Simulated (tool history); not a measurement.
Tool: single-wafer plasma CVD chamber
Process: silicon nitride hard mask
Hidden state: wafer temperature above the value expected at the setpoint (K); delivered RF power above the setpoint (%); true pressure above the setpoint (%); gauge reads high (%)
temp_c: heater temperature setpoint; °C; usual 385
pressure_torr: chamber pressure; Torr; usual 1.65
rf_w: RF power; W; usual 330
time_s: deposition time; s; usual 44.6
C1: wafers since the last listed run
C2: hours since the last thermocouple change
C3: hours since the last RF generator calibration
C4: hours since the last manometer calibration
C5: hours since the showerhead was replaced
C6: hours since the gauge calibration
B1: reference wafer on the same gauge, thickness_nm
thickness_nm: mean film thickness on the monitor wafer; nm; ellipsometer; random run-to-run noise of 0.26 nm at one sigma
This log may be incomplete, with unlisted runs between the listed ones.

run 1 hour=0 | temp_c=385 pressure_torr=1.65 rf_w=330 time_s=44.6 | C1=0 C2=2265.5 C3=158.3 C4=94.9 C5=7167.2 C6=397.5 | B1=44.892 | thickness_nm=53.433
run 2 hour=17.8 | temp_c=385 pressure_torr=1.65 rf_w=330 time_s=44.6 | C1=395 C2=2283.3 C3=176.1 C4=112.7 C5=7185 C6=415.3 | B1=44.851 | thickness_nm=53.117
run 3 hour=33.3 | temp_c=385 pressure_torr=1.65 rf_w=330 time_s=44.6 | C1=344 C2=2298.8 C3=191.6 C4=128.2 C5=7200.5 C6=430.8 | B1=44.858 | thickness_nm=52.856
run 4 hour=54.5 | temp_c=385 pressure_torr=1.65 rf_w=280 time_s=44.6 | C1=470 C2=2320 C3=212.8 C4=149.4 C5=7221.7 C6=452 | B1=44.769 | thickness_nm=48.868
run 5 hour=77 | temp_c=385 pressure_torr=1.65 rf_w=280 time_s=44.6 | C1=499 C2=2342.5 C3=235.3 C4=171.9 C5=7244.2 C6=474.5 | B1=44.753 | thickness_nm=49.405
run 6 hour=106.8 | temp_c=385 pressure_torr=1.65 rf_w=330 time_s=39.2 | C1=661 C2=2372.3 C3=265.1 C4=201.7 C5=7274 C6=504.3 | B1=44.83 | thickness_nm=46.946
run 7 hour=130.3 | temp_c=385 pressure_torr=1.65 rf_w=355 time_s=44.6 | C1=521 C2=2395.8 C3=288.6 C4=225.2 C5=7297.5 C6=527.8 | B1=44.779 | thickness_nm=55.082
run 8 hour=143.9 | temp_c=385 pressure_torr=1.65 rf_w=330 time_s=42.2 | C1=302 C2=2409.4 C3=302.2 C4=238.8 C5=7311.1 C6=541.4 | B1=44.747 | thickness_nm=49.821
run 9 hour=174.8 | temp_c=385 pressure_torr=1.65 rf_w=305 time_s=44.6 | C1=686 C2=2440.3 C3=333.1 C4=269.7 C5=7342 C6=572.3 | B1=44.798 | thickness_nm=50.846
-- hour=184.5 thermocouple changed; heater temperature recalibrated
run 10 hour=191.4 | temp_c=385 pressure_torr=1.65 rf_w=330 time_s=49.3 | C1=190 C2=6.9 C3=349.7 C4=286.3 C5=7358.6 C6=588.9 | B1=44.829 | thickness_nm=58.451
run 11 hour=218.8 | temp_c=385 pressure_torr=1.65 rf_w=330 time_s=44.6 | C1=608 C2=34.3 C3=377.1 C4=313.7 C5=7386 C6=616.3 | B1=44.724 | thickness_nm=52.849
run 12 hour=232.6 | temp_c=380 pressure_torr=1.65 rf_w=330 time_s=50.4 | C1=306 C2=48.1 C3=390.9 C4=327.5 C5=7399.8 C6=630.1 | B1=44.755 | thickness_nm=60.266
run 13 hour=246.3 | temp_c=385 pressure_torr=1.65 rf_w=330 time_s=44.6 | C1=304 C2=61.8 C3=404.6 C4=341.2 C5=7413.5 C6=643.8 | B1=44.707 | thickness_nm=53.046
-- hour=268.7 gauge calibrated
run 14 hour=279 | temp_c=385 pressure_torr=1.65 rf_w=330 time_s=44.6 | C1=726 C2=94.5 C3=437.3 C4=373.9 C5=7446.2 C6=10.3 | B1=46.146 | thickness_nm=54.525
run 15 hour=305.3 | temp_c=396 pressure_torr=1.65 rf_w=330 time_s=44.6 | C1=584 C2=120.8 C3=463.6 C4=400.2 C5=7472.5 C6=36.6 | B1=45.918 | thickness_nm=54.073
-- hour=324.3 showerhead replaced
run 16 hour=341.2 | temp_c=385 pressure_torr=1.65 rf_w=330 time_s=36.9 | C1=619 C2=156.7 C3=499.5 C4=436.1 C5=16.9 C6=72.5 | B1=45.757 | thickness_nm=44.924
run 17 hour=363 | temp_c=385 pressure_torr=1.65 rf_w=360 time_s=44.6 | C1=484 C2=178.5 C3=521.3 C4=457.9 C5=38.7 C6=94.3 | B1=45.671 | thickness_nm=56.188
run 18 hour=392.3 | temp_c=385 pressure_torr=1.77 rf_w=330 time_s=44.6 | C1=650 C2=207.8 C3=550.6 C4=487.2 C5=68 C6=123.6 | B1=45.594 | thickness_nm=54.649
run 19 hour=405.8 | temp_c=385 pressure_torr=1.65 rf_w=330 time_s=44.6 | C1=299 C2=221.3 C3=564.1 C4=500.7 C5=81.5 C6=137.1 | B1=45.608 | thickness_nm=54.017
run 20 hour=432.5 | temp_c=396 pressure_torr=1.65 rf_w=350 time_s=44.6 | C1=592 C2=248 C3=590.8 C4=527.4 C5=108.2 C6=163.8 | B1=45.421 | thickness_nm=55.267
run 21 hour=463.8 | temp_c=385 pressure_torr=1.65 rf_w=330 time_s=44.6 | C1=695 C2=279.3 C3=622.1 C4=558.7 C5=139.5 C6=195.1 | B1=45.419 | thickness_nm=53.726
run 22 hour=497 | temp_c=378 pressure_torr=1.65 rf_w=330 time_s=42.3 | C1=737 C2=312.5 C3=655.3 C4=591.9 C5=172.7 C6=228.3 | B1=45.245 | thickness_nm=50.822
run 23 hour=532.4 | temp_c=385 pressure_torr=1.25 rf_w=330 time_s=44.6 | C1=786 C2=347.9 C3=690.7 C4=627.3 C5=208.1 C6=263.7 | B1=45.237 | thickness_nm=51.204
run 24 hour=565.2 | temp_c=385 pressure_torr=1.65 rf_w=330 time_s=44.6 | C1=728 C2=380.7 C3=723.5 C4=660.1 C5=240.9 C6=296.5 | B1=45.179 | thickness_nm=54.027
run 25 hour=598.3 | temp_c=376 pressure_torr=1.95 rf_w=285 time_s=41.4 | C1=735 C2=413.8 C3=756.6 C4=693.2 C5=274 C6=329.6 | B1=45.155 | thickness_nm=47.906
run 26 hour=632.7 | temp_c=385 pressure_torr=1.65 rf_w=330 time_s=44.6 | C1=763 C2=448.2 C3=791 C4=727.6 C5=308.4 C6=364 | B1=45.004 | thickness_nm=52.685
run 27 hour=647.8 | temp_c=385 pressure_torr=1.65 rf_w=330 time_s=36.4 | C1=335 C2=463.3 C3=806.1 C4=742.7 C5=323.5 C6=379.1 | B1=45.109 | thickness_nm=43.423
run 28 hour=665.4 | temp_c=381 pressure_torr=1.65 rf_w=375 time_s=44.6 | C1=390 C2=480.9 C3=823.7 C4=760.3 C5=341.1 C6=396.7 | B1=45.08 | thickness_nm=56.139

5 ways to go on from here, each from the tool as it stands after run 28. What would each give?
run A hour=665.8 | temp_c=385 pressure_torr=1.65 rf_w=265 time_s=44.6 | C1=8 C2=481.3 C3=824.1 C4=760.7 C5=341.5 C6=397.1 | B1=? | thickness_nm=?
run B hour=665.8 | temp_c=385 pressure_torr=1.36 rf_w=330 time_s=44.6 | C1=8 C2=481.3 C3=824.1 C4=760.7 C5=341.5 C6=397.1 | B1=? | thickness_nm=?
run C hour=665.8 | temp_c=385 pressure_torr=1.65 rf_w=300 time_s=51.4 | C1=8 C2=481.3 C3=824.1 C4=760.7 C5=341.5 C6=397.1 | B1=? | thickness_nm=?
run D hour=665.8 | temp_c=385 pressure_torr=1.65 rf_w=330 time_s=39.4 | C1=8 C2=481.3 C3=824.1 C4=760.7 C5=341.5 C6=397.1 | B1=? | thickness_nm=?
run E hour=665.8 | temp_c=385 pressure_torr=1.65 rf_w=330 time_s=38.2 | C1=8 C2=481.3 C3=824.1 C4=760.7 C5=341.5 C6=397.1 | B1=? | thickness_nm=?

run=A B1=45.084 thickness_nm=48.138
run=B B1=45.084 thickness_nm=51.499
run=C B1=45.084 thickness_nm=58.779
run=D B1=45.084 thickness_nm=47.16
run=E B1=45.084 thickness_nm=45.727
With no hidden state in the tool, these same runs would have given:
run=A thickness_nm=49.171
run=B thickness_nm=52.604
run=C thickness_nm=60.04
run=D thickness_nm=48.172
run=E thickness_nm=46.708

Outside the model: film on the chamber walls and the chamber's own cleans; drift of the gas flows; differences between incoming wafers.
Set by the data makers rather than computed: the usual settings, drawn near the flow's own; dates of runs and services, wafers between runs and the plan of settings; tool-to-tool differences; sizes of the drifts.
